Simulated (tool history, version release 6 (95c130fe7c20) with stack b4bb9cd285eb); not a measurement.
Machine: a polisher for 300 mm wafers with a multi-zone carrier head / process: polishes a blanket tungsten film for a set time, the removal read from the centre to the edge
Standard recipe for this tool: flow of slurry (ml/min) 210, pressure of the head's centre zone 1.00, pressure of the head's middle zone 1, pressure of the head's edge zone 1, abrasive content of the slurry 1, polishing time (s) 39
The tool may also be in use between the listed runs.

run	hour	flow of slurry (ml/min)	pressure of the head's centre zone	pressure of the head's middle zone	pressure of the head's edge zone	abrasive content of the slurry	polishing time (s)	wafers since the last listed run	wafers polished on this pad	hours since the slurry nozzle was cleaned	hours since the centre zone pressure was calibrated	hours since the edge zone pressure was calibrated	hours since the carrier head's membrane was replaced	incoming thickness of the incoming film, nm	film removed at the wafer's centre (Å)	film removed at mid-radius (Å)	film removed at the wafer's edge (Å)
1	0.0	210	1.00	1	1	1	39	0	270	8.1	1355.5	840.6	1666.9	1403.3	986	934	971
2	13.1	210	1.00	1	1	1	39	118	388	21.2	1368.6	853.7	1680.0	1385.9	959	933	971
3	33.6	210	1.00	1	1	1	39	185	573	41.7	1389.1	874.2	1700.5	1385.9	947	927	969
4	49.6	210	1.00	1	1	1	39	144	718	57.7	1405.1	890.2	1716.5	1407.7	931	913	941
5	67.2	210	1.00	1	1	1	39	158	877	75.3	1422.7	907.8	1734.1	1394.9	913	888	939
6	89.2	210	1.00	1	1	1	39	198	1075	97.3	1444.7	929.8	1756.1	1384.1	889	863	915
# hour 93.4: worn pad replaced by a new one, of another model than before
7	123.9	210	0.92	1	1	1	39	277	275	132.0	1479.4	964.5	1790.8	1364.7	913	951	989
# hour 142.9: centre zone pressure recalibrated
8	149.1	210	0.92	1	1	1	39	209	485	157.2	6.2	989.7	1816.0	1367.4	895	935	978
# hour 178.4: edge zone pressure recalibrated
9	178.9	210	0.92	1	1	1	39	251	736	187.0	36.0	0.5	1845.8	1390.0	854	914	951
# hour 205.2: worn pad replaced by a new one
10	205.7	210	1.00	1	1	1	44	205	4	213.8	62.8	27.3	1872.6	1403.9	1100	1056	1107
11	220.8	210	1.00	1	1	1	39	136	140	228.9	77.9	42.4	1887.7	1407.6	974	943	984

Forecast run 12:
12	237.2	210	1.00	1	1	1	39	148	288	245.3	94.3	58.8	1904.1	1361.1	?	?	?

film removed at the wafer's centre (Å): 959
film removed at mid-radius (Å): 934
film removed at the wafer's edge (Å): 995
On a tool with no hidden condition, and with the same random variation, this run would have come out at film removed at the wafer's centre (Å) 973, film removed at mid-radius (Å) 948, film removed at the wafer's edge (Å) 1009.
